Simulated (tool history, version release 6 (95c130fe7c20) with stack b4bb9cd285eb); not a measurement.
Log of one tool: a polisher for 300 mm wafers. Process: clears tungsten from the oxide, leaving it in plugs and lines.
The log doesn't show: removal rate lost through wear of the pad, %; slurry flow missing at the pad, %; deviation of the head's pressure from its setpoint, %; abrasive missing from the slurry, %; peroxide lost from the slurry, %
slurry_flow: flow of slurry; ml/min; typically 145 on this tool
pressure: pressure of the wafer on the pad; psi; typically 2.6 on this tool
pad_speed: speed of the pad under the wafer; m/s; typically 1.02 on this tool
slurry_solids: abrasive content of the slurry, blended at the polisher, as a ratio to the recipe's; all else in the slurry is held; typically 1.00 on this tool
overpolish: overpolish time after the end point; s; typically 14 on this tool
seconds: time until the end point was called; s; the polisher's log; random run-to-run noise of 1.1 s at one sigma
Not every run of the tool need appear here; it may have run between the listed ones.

run   hour  slurry_flow  pressure  pad_speed  slurry_solids  overpolish  wafers since the last listed run  wafers polished on this pad  hours since the slurry nozzle was cleaned  hours since the head pressure was calibrated  hours since the slurry blender was calibrated  hours since the slurry got fresh peroxide  incoming thickness of the incoming film, nm  seconds
  1    0.0          145       2.6       1.02           1.00          14                                 0                          160                                      371.4                                         540.5                                          158.9                                      113.5                                        246.6     86.1
  2  100.6          145       2.6       1.02           1.00          14                              1025                         1185                                      472.0                                         641.1                                          259.5                                      214.1                                        250.8     88.1
  3  138.9          145       2.9       1.02           1.00          14                               390                         1575                                      510.3                                         679.4                                          297.8                                      252.4                                        251.0     83.5
     166.1  -- slurry tank refilled with fresh slurry and peroxide
  4  188.0          180       2.6       1.02           1.00          10                               490                         2065                                      559.4                                         728.5                                          346.9                                       21.9                                        248.1     87.1
     228.6  -- slurry blender recalibrated
     247.6  -- worn pad replaced by a new one
  5  250.2          180       2.6       1.02           1.00          10                               572                           26                                      621.6                                         790.7                                           21.6                                       84.1                                        251.3     79.4
  6  308.3          180       2.6       1.02           1.00          10                               592                          618                                      679.7                                         848.8                                           79.7                                      142.2                                        245.4     80.9
  7  373.8          145       2.6       1.02           1.00          14                               667                         1285                                      745.2                                         914.3                                          145.2                                      207.7                                        248.6     86.2
     408.8  -- slurry tank refilled with fresh slurry and peroxide
  8  424.7          145       2.6       1.02           1.00          14                               508                         1794                                      796.1                                         965.2                                          196.1                                       15.9                                        250.0     87.3
     478.4  -- worn pad replaced by a new one
  9  530.9          145       2.6       1.02           1.00          14                              1041                          534                                      902.3                                        1071.4                                          302.3                                      122.1                                        247.0     89.1
     549.6  -- head pressure recalibrated
     578.0  -- slurry blender recalibrated
     581.7  -- slurry nozzle cleaned
 10  628.3          120       2.6       1.02           1.00          14                               941                         1476                                       46.6                                          78.7                                           50.3                                      219.5                                        251.0     88.8
 11  670.7          115       2.6       1.02           0.75          14                               432                         1908                                       89.0                                         121.1                                           92.7                                      261.9                                        248.5     94.3
     695.4  -- slurry tank refilled with fresh slurry and peroxide
     732.0  -- worn pad replaced by a new one
 12  746.7          190       3.1       1.02           1.25          14                               723                          149                                      165.0                                         197.1                                          168.7                                       51.3                                        251.2     68.6

For run 13, what comes out?
 13  792.3          145       2.6       1.02           1.00          14                               464                          614                                      210.6                                         242.7                                          214.3                                       96.9                                        246.6        ?

seconds: 85.8 s
Were there no unlogged condition in the tool, this run, its random variation unchanged, would have produced seconds 78.3 s.
